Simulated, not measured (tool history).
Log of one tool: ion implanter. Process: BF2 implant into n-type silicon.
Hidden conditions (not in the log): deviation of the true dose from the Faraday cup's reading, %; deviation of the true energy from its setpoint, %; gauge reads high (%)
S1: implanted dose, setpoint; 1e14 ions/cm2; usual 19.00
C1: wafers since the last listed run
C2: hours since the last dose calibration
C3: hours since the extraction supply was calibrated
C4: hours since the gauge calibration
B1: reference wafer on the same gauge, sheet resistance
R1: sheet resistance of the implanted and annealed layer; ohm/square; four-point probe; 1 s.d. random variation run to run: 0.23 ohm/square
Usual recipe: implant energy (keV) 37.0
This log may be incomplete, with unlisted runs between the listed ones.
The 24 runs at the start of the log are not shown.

Run 25, day 73.300: usual settings but S1 22.39 1e14 ions/cm2, implant energy (keV) 26.0; C1 1078; C2 356.8; C3 1094.2; C4 646.7; B1 125.01. Result: R1 182.49 ohm/square.
Run 26, day 76.254: usual settings but implant energy (keV) 25.5; C1 1174; C2 427.7; C3 1165.1; C4 717.6; B1 125.03. Result: R1 188.61 ohm/square.
Run 27, day 78.750: usual settings but implant energy (keV) 46.0; C1 992; C2 487.6; C3 1225.0; C4 777.5; B1 125.01. Result: R1 132.03 ohm/square.
Run 28, day 81.896: usual settings but S1 23.02 1e14 ions/cm2, implant energy (keV) 27.5; C1 1250; C2 563.1; C3 1300.5; C4 853.0; B1 124.98. Result: R1 176.12 ohm/square.
At day 83.950: Faraday cup replaced and dose calibrated.
Run 29, day 83.971: usual settings but S1 17.44 1e14 ions/cm2, implant energy (keV) 32.5; C1 692; C2 0.5; C3 1350.3; C4 902.8; B1 124.95. Result: R1 162.70 ohm/square.
Run 30, day 86.050: usual settings but S1 20.61 1e14 ions/cm2, implant energy (keV) 41.5; C1 826; C2 50.4; C3 1400.2; C4 952.7; B1 125.02. Result: R1 137.88 ohm/square.
Run 31, day 89.025: usual settings but S1 13.99 1e14 ions/cm2, implant energy (keV) 49.5; C1 1182; C2 121.8; C3 1471.6; C4 1024.1; B1 124.96. Result: R1 134.56 ohm/square.
Run 32, day 91.033: usual settings but S1 15.43 1e14 ions/cm2, implant energy (keV) 27.5; C1 798; C2 170.0; C3 1519.8; C4 1072.3; B1 125.00. Result: R1 184.16 ohm/square.

Consider 4 possible next runs. They are alternatives, not a sequence: every one starts from the tool as it was left by run 32. What does each give?
Run A, day 91.050: usual settings but S1 14.55 1e14 ions/cm2; C1 6; C2 170.4; C3 1520.2; C4 1072.7; B1 ?. Result: R1 ?.
Run B, day 91.050: usual settings but S1 14.04 1e14 ions/cm2, implant energy (keV) 29.5; C1 6; C2 170.4; C3 1520.2; C4 1072.7; B1 ?. Result: R1 ?.
Run C, day 91.050: usual settings but S1 16.36 1e14 ions/cm2; C1 6; C2 170.4; C3 1520.2; C4 1072.7; B1 ?. Result: R1 ?.
Run D, day 91.050: usual settings but S1 16.39 1e14 ions/cm2; C1 6; C2 170.4; C3 1520.2; C4 1072.7; B1 ?. Result: R1 ?.

run      B1      R1
  A  125.01  156.32
  B  125.01  179.51
  C  125.01  153.11
  D  125.01  153.07
Stripped of hidden state, with their random variation kept, the same runs would have yielded:
run      R1
  A  156.28
  B  179.64
  C  153.27
  D  153.23
